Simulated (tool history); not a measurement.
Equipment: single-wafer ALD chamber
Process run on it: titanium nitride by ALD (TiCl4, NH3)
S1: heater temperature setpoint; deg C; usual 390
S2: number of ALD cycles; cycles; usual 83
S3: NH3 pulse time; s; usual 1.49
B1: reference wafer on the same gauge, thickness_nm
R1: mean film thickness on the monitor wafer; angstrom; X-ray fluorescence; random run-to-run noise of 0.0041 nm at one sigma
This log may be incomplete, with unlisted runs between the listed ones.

| run | day | S1 | S2 | S3 | B1 | R1 |
|---|---|---|---|---|---|---|
| 1 | 0 | 390 | 83 | 1.49 | 1.54 | 16.32 |
|  | 0.962 | gauge calibrated |
| 2 | 2.975 | 390 | 83 | 1.66 | 1.539 | 16.38 |
| 3 | 5.317 | 390 | 83 | 1.49 | 1.54 | 16.29 |
| 4 | 12.071 | 390 | 83 | 1.49 | 1.54 | 16.35 |
| 5 | 13.121 | 390 | 83 | 1.49 | 1.54 | 16.29 |
| 6 | 14.604 | 390 | 83 | 1.49 | 1.54 | 16.26 |
| 7 | 17.079 | 390 | 83 | 1.49 | 1.54 | 16.3 |
| 8 | 18.733 | 390 | 83 | 1.49 | 1.541 | 16.25 |
| 9 | 20.504 | 390 | 83 | 1.49 | 1.541 | 16.33 |
| 10 | 27.104 | 390 | 83 | 1.49 | 1.54 | 16.26 |
| 11 | 28.388 | 390 | 83 | 1.49 | 1.541 | 16.29 |
| 12 | 30.662 | 390 | 83 | 1.49 | 1.54 | 16.28 |
| 13 | 32.417 | 390 | 83 | 1.49 | 1.541 | 16.34 |
|  | 33.488 | showerhead replaced |
| 14 | 33.821 | 390 | 83 | 1.68 | 1.54 | 16.36 |
| 15 | 36.733 | 390 | 72 | 1.49 | 1.541 | 14.13 |
| 16 | 39.533 | 377 | 74 | 1.94 | 1.54 | 14.46 |
| 17 | 42.396 | 390 | 83 | 1.49 | 1.54 | 16.28 |
|  | 43.046 | gauge calibrated |
| 18 | 44.958 | 395 | 99 | 1.49 | 1.54 | 19.46 |
| 19 | 47.133 | 390 | 83 | 1.49 | 1.54 | 16.29 |
| 20 | 48.546 | 390 | 83 | 1.87 | 1.541 | 16.33 |
|  | 50.6 | thermocouple changed; heater temperature recalibrated |
| 21 | 51.404 | 390 | 83 | 1.49 | 1.539 | 16.26 |
| 22 | 53.283 | 390 | 83 | 1.49 | 1.54 | 16.18 |
| 23 | 60.183 | 390 | 83 | 1.34 | 1.54 | 16.24 |
| 24 | 62.012 | 390 | 78 | 1.67 | 1.54 | 15.45 |
| 25 | 63.767 | 383 | 83 | 1.2 | 1.54 | 15.95 |
| 26 | 65.975 | 390 | 99 | 1.49 | 1.541 | 19.35 |
| 27 | 67.1 | 390 | 67 | 1.49 | 1.54 | 13.14 |
| 28 | 69.254 | 397 | 91 | 1.91 | 1.539 | 18.17 |
| 29 | 71.729 | 390 | 83 | 1.66 | 1.54 | 16.3 |

Predict each of these 3 candidate next runs independently; none follows another, all start after run 29:
| A | 71.754 | 390 | 83 | 1.49 | ? | ? |
| B | 71.754 | 394 | 83 | 1.49 | ? | ? |
| C | 71.754 | 390 | 89 | 1.49 | ? | ? |

| run | B1 | R1 |
|---|---|---|
| A | 1.539 | 16.3 |
| B | 1.539 | 16.37 |
| C | 1.539 | 17.47 |
With no hidden state in the tool, these same runs would have given:
| run | R1 |
|---|---|
| A | 16.3 |
| B | 16.37 |
| C | 17.47 |
